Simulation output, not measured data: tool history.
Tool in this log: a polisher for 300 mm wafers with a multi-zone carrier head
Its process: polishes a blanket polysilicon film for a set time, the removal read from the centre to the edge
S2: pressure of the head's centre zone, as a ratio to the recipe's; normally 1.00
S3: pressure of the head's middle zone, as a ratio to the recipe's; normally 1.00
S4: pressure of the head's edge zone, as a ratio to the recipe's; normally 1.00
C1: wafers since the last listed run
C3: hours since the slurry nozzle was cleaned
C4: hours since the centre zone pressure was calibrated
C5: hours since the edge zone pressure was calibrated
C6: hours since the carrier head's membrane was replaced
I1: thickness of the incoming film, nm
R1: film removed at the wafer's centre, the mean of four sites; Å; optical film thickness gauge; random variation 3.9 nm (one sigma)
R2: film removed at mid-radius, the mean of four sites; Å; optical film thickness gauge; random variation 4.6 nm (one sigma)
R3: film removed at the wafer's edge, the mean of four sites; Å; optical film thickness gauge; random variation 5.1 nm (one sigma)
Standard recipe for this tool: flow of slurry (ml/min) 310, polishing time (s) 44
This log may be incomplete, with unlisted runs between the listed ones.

{"run": 1, "hour": 0.0, "flow of slurry (ml/min)": 210, "S2": 1.0, "S3": 1.0, "S4": 1.0, "polishing time (s)": 44, "C1": 0, "wafers polished on this pad": 3022, "C3": 363.0, "C4": 1127.7, "C5": 1293.3, "C6": 973.8, "I1": 1262.5, "R1": 3536, "R2": 3614, "R3": 3634}
{"run": 2, "hour": 14.9, "flow of slurry (ml/min)": 310, "S2": 1.0, "S3": 0.93, "S4": 1.0, "polishing time (s)": 55, "C1": 245, "wafers polished on this pad": 3267, "C3": 377.9, "C4": 1142.6, "C5": 1308.2, "C6": 988.7, "I1": 1259.5, "R1": 4653, "R2": 4533, "R3": 4686}
{"hour": 26.0, "done": "edge zone pressure recalibrated"}
{"hour": 49.8, "done": "worn pad replaced by a new one"}
{"hour": 50.3, "done": "slurry nozzle cleaned"}
{"run": 3, "hour": 50.8, "flow of slurry (ml/min)": 310, "S2": 1.0, "S3": 1.0, "S4": 1.0, "polishing time (s)": 36, "C1": 484, "wafers polished on this pad": 8, "C3": 0.5, "C4": 1178.5, "C5": 24.8, "C6": 1024.6, "I1": 1280.9, "R1": 3217, "R2": 3277, "R3": 3303}
{"run": 4, "hour": 63.5, "flow of slurry (ml/min)": 310, "S2": 1.0, "S3": 1.0, "S4": 1.0, "polishing time (s)": 44, "C1": 209, "wafers polished on this pad": 218, "C3": 13.2, "C4": 1191.2, "C5": 37.5, "C6": 1037.3, "I1": 1259.5, "R1": 3891, "R2": 4016, "R3": 4027}
{"run": 5, "hour": 87.4, "flow of slurry (ml/min)": 310, "S2": 1.0, "S3": 1.0, "S4": 1.0, "polishing time (s)": 44, "C1": 393, "wafers polished on this pad": 612, "C3": 37.1, "C4": 1215.1, "C5": 61.4, "C6": 1061.2, "I1": 1259.3, "R1": 3925, "R2": 3971, "R3": 3835}
{"hour": 112.6, "done": "carrier head's membrane replaced by a new one"}
{"run": 6, "hour": 114.2, "flow of slurry (ml/min)": 265, "S2": 0.9, "S3": 0.97, "S4": 1.0, "polishing time (s)": 50, "C1": 359, "wafers polished on this pad": 971, "C3": 63.9, "C4": 1241.9, "C5": 88.2, "C6": 1.6, "I1": 1276.7, "R1": 3896, "R2": 4237, "R3": 4292}
{"hour": 128.9, "done": "centre zone pressure recalibrated"}
{"run": 7, "hour": 138.5, "flow of slurry (ml/min)": 310, "S2": 0.95, "S3": 0.97, "S4": 1.07, "polishing time (s)": 58, "C1": 367, "wafers polished on this pad": 1338, "C3": 88.2, "C4": 9.6, "C5": 112.5, "C6": 25.9, "I1": 1269.7, "R1": 4815, "R2": 5053, "R3": 5208}
{"run": 8, "hour": 169.5, "flow of slurry (ml/min)": 310, "S2": 1.0, "S3": 1.0, "S4": 1.03, "polishing time (s)": 44, "C1": 510, "wafers polished on this pad": 1849, "C3": 119.2, "C4": 40.6, "C5": 143.5, "C6": 56.9, "I1": 1247.6, "R1": 3838, "R2": 3821, "R3": 3905}
{"run": 9, "hour": 187.7, "flow of slurry (ml/min)": 310, "S2": 0.95, "S3": 1.07, "S4": 1.0, "polishing time (s)": 44, "C1": 299, "wafers polished on this pad": 2149, "C3": 137.4, "C4": 58.8, "C5": 161.7, "C6": 75.1, "I1": 1256.3, "R1": 3644, "R2": 4071, "R3": 3817}
{"run": 10, "hour": 215.2, "flow of slurry (ml/min)": 310, "S2": 1.0, "S3": 1.0, "S4": 1.0, "polishing time (s)": 44, "C1": 453, "wafers polished on this pad": 2603, "C3": 164.9, "C4": 86.3, "C5": 189.2, "C6": 102.6, "I1": 1239.2, "R1": 3695, "R2": 3870, "R3": 3826}
{"run": 11, "hour": 240.0, "flow of slurry (ml/min)": 405, "S2": 1.04, "S3": 0.96, "S4": 1.0, "polishing time (s)": 35, "C1": 408, "wafers polished on this pad": 3011, "C3": 189.7, "C4": 111.1, "C5": 214.0, "C6": 127.4, "I1": 1248.3, "R1": 3218, "R2": 2986, "R3": 2967}
{"run": 12, "hour": 262.0, "flow of slurry (ml/min)": 310, "S2": 1.0, "S3": 1.0, "S4": 1.0, "polishing time (s)": 44, "C1": 362, "wafers polished on this pad": 3374, "C3": 211.7, "C4": 133.1, "C5": 236.0, "C6": 149.4, "I1": 1251.1, "R1": 3813, "R2": 3818, "R3": 3756}
{"run": 13, "hour": 290.4, "flow of slurry (ml/min)": 310, "S2": 1.0, "S3": 0.93, "S4": 1.08, "polishing time (s)": 44, "C1": 468, "wafers polished on this pad": 3842, "C3": 240.1, "C4": 161.5, "C5": 264.4, "C6": 177.8, "I1": 1250.2, "R1": 3735, "R2": 3584, "R3": 3844}
{"run": 14, "hour": 312.0, "flow of slurry (ml/min)": 310, "S2": 1.0, "S3": 1.0, "S4": 1.0, "polishing time (s)": 44, "C1": 356, "wafers polished on this pad": 4198, "C3": 261.7, "C4": 183.1, "C5": 286.0, "C6": 199.4, "I1": 1269.4, "R1": 3789, "R2": 3761, "R3": 3663}
{"hour": 341.9, "done": "worn pad replaced by a new one"}
{"run": 15, "hour": 342.4, "flow of slurry (ml/min)": 240, "S2": 1.0, "S3": 1.0, "S4": 0.9, "polishing time (s)": 53, "C1": 435, "wafers polished on this pad": 8, "C3": 292.1, "C4": 213.5, "C5": 316.4, "C6": 229.8, "I1": 1272.6, "R1": 4594, "R2": 4727, "R3": 4325}
{"run": 16, "hour": 356.6, "flow of slurry (ml/min)": 310, "S2": 1.0, "S3": 1.0, "S4": 1.0, "polishing time (s)": 44, "C1": 234, "wafers polished on this pad": 242, "C3": 306.3, "C4": 227.7, "C5": 330.6, "C6": 244.0, "I1": 1262.7, "R1": 3972, "R2": 3985, "R3": 4003}
{"run": 17, "hour": 397.4, "flow of slurry (ml/min)": 270, "S2": 1.0, "S3": 1.06, "S4": 0.92, "polishing time (s)": 44, "C1": 672, "wafers polished on this pad": 915, "C3": 347.1, "C4": 268.5, "C5": 371.4, "C6": 284.8, "I1": 1261.9, "R1": 3814, "R2": 4025, "R3": 3599}
{"run": 18, "hour": 418.0, "flow of slurry (ml/min)": 310, "S2": 1.0, "S3": 0.93, "S4": 1.0, "polishing time (s)": 34, "C1": 339, "wafers polished on this pad": 1254, "C3": 367.7, "C4": 289.1, "C5": 392.0, "C6": 305.4, "I1": 1246.5, "R1": 2987, "R2": 2831, "R3": 2922}
{"hour": 428.4, "done": "slurry nozzle cleaned"}
{"run": 19, "hour": 444.3, "flow of slurry (ml/min)": 310, "S2": 1.0, "S3": 1.0, "S4": 1.0, "polishing time (s)": 44, "C1": 417, "wafers polished on this pad": 1671, "C3": 15.9, "C4": 315.4, "C5": 418.3, "C6": 331.7, "I1": 1261.0, "R1": 3790, "R2": 3917, "R3": 3903}
{"run": 20, "hour": 457.8, "flow of slurry (ml/min)": 310, "S2": 0.95, "S3": 1.0, "S4": 1.0, "polishing time (s)": 44, "C1": 222, "wafers polished on this pad": 1894, "C3": 29.4, "C4": 328.9, "C5": 431.8, "C6": 345.2, "I1": 1259.6, "R1": 3555, "R2": 3786, "R3": 3848}
{"run": 21, "hour": 543.1, "flow of slurry (ml/min)": 310, "S2": 0.89, "S3": 1.0, "S4": 0.89, "polishing time (s)": 44, "C1": 1405, "wafers polished on this pad": 3300, "C3": 114.7, "C4": 414.2, "C5": 517.1, "C6": 430.5, "I1": 1236.5, "R1": 3338, "R2": 3888, "R3": 3581}
{"hour": 591.3, "done": "worn pad replaced by a new one"}
{"run": 22, "hour": 628.6, "flow of slurry (ml/min)": 310, "S2": 1.0, "S3": 1.0, "S4": 1.0, "polishing time (s)": 44, "C1": 1343, "wafers polished on this pad": 615, "C3": 200.2, "C4": 499.7, "C5": 602.6, "C6": 516.0, "I1": 1269.4, "R1": 3911, "R2": 3953, "R3": 3862}
{"run": 23, "hour": 663.8, "flow of slurry (ml/min)": 390, "S2": 1.07, "S3": 1.0, "S4": 0.96, "polishing time (s)": 32, "C1": 580, "wafers polished on this pad": 1195, "C3": 235.4, "C4": 534.9, "C5": 637.8, "C6": 551.2, "I1": 1257.0, "R1": 3049, "R2": 2896, "R3": 2774}

Predict each of these 3 candidate next runs independently; none follows another, all start after run 23:
{"run": "A", "hour": 664.2, "flow of slurry (ml/min)": 215, "S2": 1.0, "S3": 1.0, "S4": 1.0, "polishing time (s)": 44, "C1": 6, "wafers polished on this pad": 1201, "C3": 235.8, "C4": 535.3, "C5": 638.2, "C6": 551.6, "I1": 1261.8, "R1": "?", "R2": "?", "R3": "?"}
{"run": "B", "hour": 664.2, "flow of slurry (ml/min)": 350, "S2": 1.0, "S3": 1.0, "S4": 0.96, "polishing time (s)": 44, "C1": 6, "wafers polished on this pad": 1201, "C3": 235.8, "C4": 535.3, "C5": 638.2, "C6": 551.6, "I1": 1261.8, "R1": "?", "R2": "?", "R3": "?"}
{"run": "C", "hour": 664.2, "flow of slurry (ml/min)": 270, "S2": 1.0, "S3": 1.0, "S4": 1.0, "polishing time (s)": 44, "C1": 6, "wafers polished on this pad": 1201, "C3": 235.8, "C4": 535.3, "C5": 638.2, "C6": 551.6, "I1": 1261.8, "R1": "?", "R2": "?", "R3": "?"}

run=A R1=3682 R2=3781 R3=3730
run=B R1=3933 R2=4014 R3=3827
run=C R1=3816 R2=3905 R3=3822
What these runs would have given with no unlogged condition in the tool:
run=A R1=3817 R2=3920 R3=3867
run=B R1=4077 R2=4161 R3=3967
run=C R1=3956 R2=4048 R3=3961
